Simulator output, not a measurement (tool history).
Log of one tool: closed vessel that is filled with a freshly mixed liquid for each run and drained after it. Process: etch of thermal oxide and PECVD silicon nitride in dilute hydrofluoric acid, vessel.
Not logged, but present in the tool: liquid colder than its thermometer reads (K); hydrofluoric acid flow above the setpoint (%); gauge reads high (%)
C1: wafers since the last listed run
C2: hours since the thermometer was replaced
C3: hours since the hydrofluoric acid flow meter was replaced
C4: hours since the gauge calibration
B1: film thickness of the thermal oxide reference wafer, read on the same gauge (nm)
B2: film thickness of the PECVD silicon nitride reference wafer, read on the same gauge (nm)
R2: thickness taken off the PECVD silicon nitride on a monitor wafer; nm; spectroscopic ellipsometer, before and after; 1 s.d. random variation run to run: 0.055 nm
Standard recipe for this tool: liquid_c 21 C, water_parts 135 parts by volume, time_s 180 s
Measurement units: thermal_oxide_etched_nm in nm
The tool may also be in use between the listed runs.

Run 1, day 0: usual settings but liquid_c 18 C; C1 0; C2 1000.1; C3 9.1; C4 117.2; B1 40.01; B2 90.01. Result: thermal_oxide_etched_nm 4.94 nm, R2 4.63 nm.
Run 2, day 0.708: usual settings but liquid_c 22 C, water_parts 160 parts by volume; C1 2048; C2 1017.1; C3 26.1; C4 134.2; B1 39.97; B2 90. Result: thermal_oxide_etched_nm 4.73 nm, R2 5.09 nm.
At day 1.142: thermometer replaced.
Run 3, day 1.258: usual settings but time_s 145 s; C1 1470; C2 2.8; C3 39.3; C4 147.4; B1 40.03; B2 90. Result: thermal_oxide_etched_nm 4.24 nm, R2 4.16 nm.
Run 4, day 1.788: usual settings but time_s 145 s; C1 1530; C2 15.5; C3 52; C4 160.1; B1 40; B2 90.02. Result: thermal_oxide_etched_nm 4.23 nm, R2 4.24 nm.
Run 5, day 2.233: usual settings but time_s 145 s; C1 1289; C2 26.2; C3 62.7; C4 170.8; B1 40; B2 90. Result: thermal_oxide_etched_nm 4.17 nm, R2 4.12 nm.
Run 6, day 2.662: usual settings; C1 1241; C2 36.5; C3 73; C4 181.1; B1 39.98; B2 89.98. Result: thermal_oxide_etched_nm 5.2 nm, R2 5.21 nm.
Run 7, day 3.221: usual settings; C1 1614; C2 49.9; C3 86.4; C4 194.5; B1 40; B2 90. Result: thermal_oxide_etched_nm 5.27 nm, R2 5.17 nm.
Run 8, day 3.633: usual settings but liquid_c 18 C, water_parts 70 parts by volume; C1 1193; C2 59.8; C3 96.3; C4 204.4; B1 39.98; B2 89.98. Result: thermal_oxide_etched_nm 9.4 nm, R2 7.8 nm.
Run 9, day 3.967: usual settings but water_parts 100 parts by volume; C1 964; C2 67.8; C3 104.3; C4 212.4; B1 40.02; B2 90.02. Result: thermal_oxide_etched_nm 7.28 nm, R2 6.97 nm.
Run 10, day 4.696: usual settings; C1 2108; C2 85.3; C3 121.8; C4 229.9; B1 39.98; B2 90.01. Result: thermal_oxide_etched_nm 5.25 nm, R2 5.21 nm.
Run 11, day 4.971: usual settings; C1 795; C2 91.9; C3 128.4; C4 236.5; B1 40.03; B2 89.99. Result: thermal_oxide_etched_nm 5.24 nm, R2 5.18 nm.
Run 12, day 5.325: usual settings but liquid_c 23 C, water_parts 100 parts by volume, time_s 95 s; C1 1024; C2 100.4; C3 136.9; C4 245; B1 40; B2 90. Result: thermal_oxide_etched_nm 4.15 nm, R2 4.22 nm.
At day 5.371: gauge calibrated.
At day 6.021: thermometer replaced, repeated, since the last time left the tool worse.
Run 13, day 6.042: usual settings; C1 1952; C2 0.5; C3 154.1; C4 16.1; B1 40; B2 90.02. Result: thermal_oxide_etched_nm 5.91 nm, R2 6.43 nm.
Run 14, day 6.458: usual settings; C1 1205; C2 10.5; C3 164.1; C4 26.1; B1 40.03; B2 89.99. Result: thermal_oxide_etched_nm 5.89 nm, R2 6.48 nm.
Run 15, day 6.992: usual settings but water_parts 185 parts by volume, time_s 280 s; C1 1542; C2 23.3; C3 176.9; C4 38.9; B1 39.99; B2 89.98. Result: thermal_oxide_etched_nm 6.37 nm, R2 7.21 nm.
Run 16, day 7.429: usual settings but liquid_c 17.5 C; C1 1265; C2 33.8; C3 187.4; C4 49.4; B1 40.02; B2 90.03. Result: thermal_oxide_etched_nm 5.12 nm, R2 5.04 nm.
Run 17, day 7.892: usual settings but liquid_c 26 C, time_s 95 s; C1 1337; C2 44.9; C3 198.5; C4 60.5; B1 39.99; B2 90. Result: thermal_oxide_etched_nm 3.76 nm, R2 4.63 nm.
Run 18, day 9.929: usual settings but water_parts 100 parts by volume; C1 5892; C2 93.8; C3 247.4; C4 109.4; B1 39.98; B2 89.98. Result: thermal_oxide_etched_nm 8.2 nm, R2 8.63 nm.
Run 19, day 10.204: usual settings but liquid_c 25.5 C; C1 795; C2 100.4; C3 254; C4 116; B1 39.98; B2 90. Result: thermal_oxide_etched_nm 7.01 nm, R2 8.48 nm.
Run 20, day 10.575: usual settings but water_parts 70 parts by volume, time_s 255 s; C1 1072; C2 109.3; C3 262.9; C4 124.9; B1 40.03; B2 90. Result: thermal_oxide_etched_nm 17.32 nm, R2 16.92 nm.
Run 21, day 11.046: usual settings but liquid_c 22.5 C, water_parts 110 parts by volume; C1 1361; C2 120.6; C3 274.2; C4 136.2; B1 40.04; B2 89.99. Result: thermal_oxide_etched_nm 7.9 nm, R2 8.38 nm.
Run 22, day 11.638: usual settings but liquid_c 19 C, time_s 120 s; C1 1711; C2 134.8; C3 288.4; C4 150.4; B1 39.99; B2 90.01. Result: thermal_oxide_etched_nm 3.59 nm, R2 3.62 nm.
Run 23, day 12.283: usual settings but liquid_c 17 C, water_parts 80 parts by volume, time_s 215 s; C1 1867; C2 150.3; C3 303.9; C4 165.9; B1 39.97; B2 90.02. Result: thermal_oxide_etched_nm 10.72 nm, R2 9.49 nm.
Run 24, day 12.65: usual settings but water_parts 185 parts by volume, time_s 125 s; C1 1060; C2 159.1; C3 312.7; C4 174.7; B1 40.04; B2 90.01. Result: thermal_oxide_etched_nm 2.82 nm, R2 3.2 nm.
Run 25, day 12.938: usual settings but water_parts 180 parts by volume, time_s 245 s; C1 831; C2 166; C3 319.6; C4 181.6; B1 39.99; B2 90. Result: thermal_oxide_etched_nm 5.66 nm, R2 6.35 nm.
Run 26, day 13.538: usual settings; C1 1735; C2 180.4; C3 334; C4 196; B1 39.96; B2 90. Result: thermal_oxide_etched_nm 5.89 nm, R2 6.27 nm.
Run 27, day 13.946: usual settings but time_s 140 s; C1 1180; C2 190.2; C3 343.8; C4 205.8; B1 40.01; B2 89.99. Result: thermal_oxide_etched_nm 4.58 nm, R2 4.77 nm.

Below are 3 alternative next runs, each starting from the tool's condition after run 27. Predict each:
Run A, day 13.975: usual settings but water_parts 115 parts by volume; C1 84; C2 190.9; C3 344.5; C4 206.5; B1 ?; B2 ?. Result: thermal_oxide_etched_nm ?, R2 ?.
Run B, day 13.975: usual settings but time_s 215 s; C1 84; C2 190.9; C3 344.5; C4 206.5; B1 ?; B2 ?. Result: thermal_oxide_etched_nm ?, R2 ?.
Run C, day 13.975: usual settings but liquid_c 19.5 C, water_parts 155 parts by volume, time_s 75 s; C1 84; C2 190.9; C3 344.5; C4 206.5; B1 ?; B2 ?. Result: thermal_oxide_etched_nm ?, R2 ?.

run     B1     B2  thermal_oxide_etched_nm    R2
  A  39.98  89.98                     6.97  7.23
  B  39.98  89.98                     6.94  7.39
  C  39.98  89.98                     1.95  2.04
Had the tool no hidden state, the same runs would have come out as:
run  thermal_oxide_etched_nm    R2
  A                     7.08  7.41
  B                     7.04  7.57
  C                     1.97  2.09
